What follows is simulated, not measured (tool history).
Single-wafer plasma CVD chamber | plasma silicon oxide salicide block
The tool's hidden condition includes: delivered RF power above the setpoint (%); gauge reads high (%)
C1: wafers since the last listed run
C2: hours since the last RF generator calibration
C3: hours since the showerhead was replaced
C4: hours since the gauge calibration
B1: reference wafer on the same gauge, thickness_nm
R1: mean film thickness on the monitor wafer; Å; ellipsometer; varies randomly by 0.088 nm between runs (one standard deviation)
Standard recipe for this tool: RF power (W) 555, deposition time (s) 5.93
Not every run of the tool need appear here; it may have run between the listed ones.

Run 1, hour 0: usual settings; C1 0; C2 1343.1; C3 3827.7; C4 193.8; B1 56.111. Result: R1 576.33 Å.
Run 2, hour 9.9: usual settings; C1 169; C2 1353; C3 3837.6; C4 203.7; B1 56.114. Result: R1 576.61 Å.
Run 3, hour 20: usual settings but deposition time (s) 5.31; C1 173; C2 1363.1; C3 3847.7; C4 213.8; B1 56.104. Result: R1 515.58 Å.
Run 4, hour 27.4: usual settings but RF power (W) 465; C1 126; C2 1370.5; C3 3855.1; C4 221.2; B1 56.111. Result: R1 540.84 Å.
Run 5, hour 39.6: usual settings but RF power (W) 465; C1 209; C2 1382.7; C3 3867.3; C4 233.4; B1 56.094. Result: R1 539.45 Å.
Run 6, hour 48.1: usual settings but RF power (W) 465; C1 145; C2 1391.2; C3 3875.8; C4 241.9; B1 56.087. Result: R1 541.25 Å.
Run 7, hour 65.4: usual settings; C1 296; C2 1408.5; C3 3893.1; C4 259.2; B1 56.079. Result: R1 576.19 Å.
Run 8, hour 83.1: usual settings; C1 303; C2 1426.2; C3 3910.8; C4 276.9; B1 56.083. Result: R1 574.63 Å.
Run 9, hour 98.8: usual settings; C1 269; C2 1441.9; C3 3926.5; C4 292.6; B1 56.107. Result: R1 572.32 Å.
Run 10, hour 115.6: usual settings; C1 288; C2 1458.7; C3 3943.3; C4 309.4; B1 56.105. Result: R1 573.94 Å.
Run 11, hour 125.8: usual settings; C1 174; C2 1468.9; C3 3953.5; C4 319.6; B1 56.103. Result: R1 574.3 Å.
Run 12, hour 133.5: usual settings; C1 132; C2 1476.6; C3 3961.2; C4 327.3; B1 56.078. Result: R1 574.59 Å.
Run 13, hour 141: usual settings but deposition time (s) 6.83; C1 128; C2 1484.1; C3 3968.7; C4 334.8; B1 56.071. Result: R1 662.27 Å.
Run 14, hour 158.8: usual settings but deposition time (s) 6.83; C1 305; C2 1501.9; C3 3986.5; C4 352.6; B1 56.102. Result: R1 659.9 Å.
Run 15, hour 166.5: usual settings but deposition time (s) 6.83; C1 132; C2 1509.6; C3 3994.2; C4 360.3; B1 56.11. Result: R1 660.64 Å.
At hour 173.1: gauge calibrated.
Run 16, hour 180.6: usual settings; C1 241; C2 1523.7; C3 4008.3; C4 7.5; B1 56.107. Result: R1 572.68 Å.
Run 17, hour 196.4: usual settings but RF power (W) 585, deposition time (s) 6.67; C1 270; C2 1539.5; C3 4024.1; C4 23.3; B1 56.091. Result: R1 657.36 Å.
Run 18, hour 209.2: usual settings but RF power (W) 625, deposition time (s) 6.44; C1 219; C2 1552.3; C3 4036.9; C4 36.1; B1 56.091. Result: R1 649.58 Å.
At hour 224.2: RF generator calibrated.
Run 19, hour 226.5: usual settings but RF power (W) 490, deposition time (s) 4.97; C1 159; C2 2.3; C3 4054.2; C4 53.4; B1 56.112. Result: R1 469.68 Å.
Run 20, hour 232.7: usual settings but RF power (W) 635, deposition time (s) 4.79; C1 106; C2 8.5; C3 4060.4; C4 59.6; B1 56.104. Result: R1 496.93 Å.
Run 21, hour 239.1: usual settings; C1 109; C2 14.9; C3 4066.8; C4 66; B1 56.097. Result: R1 587.63 Å.
Run 22, hour 256.7: usual settings but deposition time (s) 4.84; C1 301; C2 32.5; C3 4084.4; C4 83.6; B1 56.118. Result: R1 478.92 Å.
Run 23, hour 269.5: usual settings but RF power (W) 645, deposition time (s) 6.29; C1 219; C2 45.3; C3 4097.2; C4 96.4; B1 56.095. Result: R1 654.09 Å.
At hour 287.6: showerhead replaced.
Run 24, hour 288.1: usual settings but RF power (W) 640, deposition time (s) 6.42; C1 181; C2 63.9; C3 0.5; C4 115; B1 56.095. Result: R1 667.19 Å.
Run 25, hour 293.8: usual settings but RF power (W) 490, deposition time (s) 6.76; C1 97; C2 69.6; C3 6.2; C4 120.7; B1 56.108. Result: R1 639.32 Å.
Run 26, hour 305.7: usual settings; C1 204; C2 81.5; C3 18.1; C4 132.6; B1 56.085. Result: R1 585.83 Å.

Predict the results of run 27:
Run 27, hour 317.8: usual settings but RF power (W) 460, deposition time (s) 5.14; C1 207; C2 93.6; C3 30.2; C4 144.7; B1 ?. Result: R1 ?.

B1: 56.1
R1: 476.14 Å
Minus the tool's unlogged condition, the same run would have read R1 477.27 Å.

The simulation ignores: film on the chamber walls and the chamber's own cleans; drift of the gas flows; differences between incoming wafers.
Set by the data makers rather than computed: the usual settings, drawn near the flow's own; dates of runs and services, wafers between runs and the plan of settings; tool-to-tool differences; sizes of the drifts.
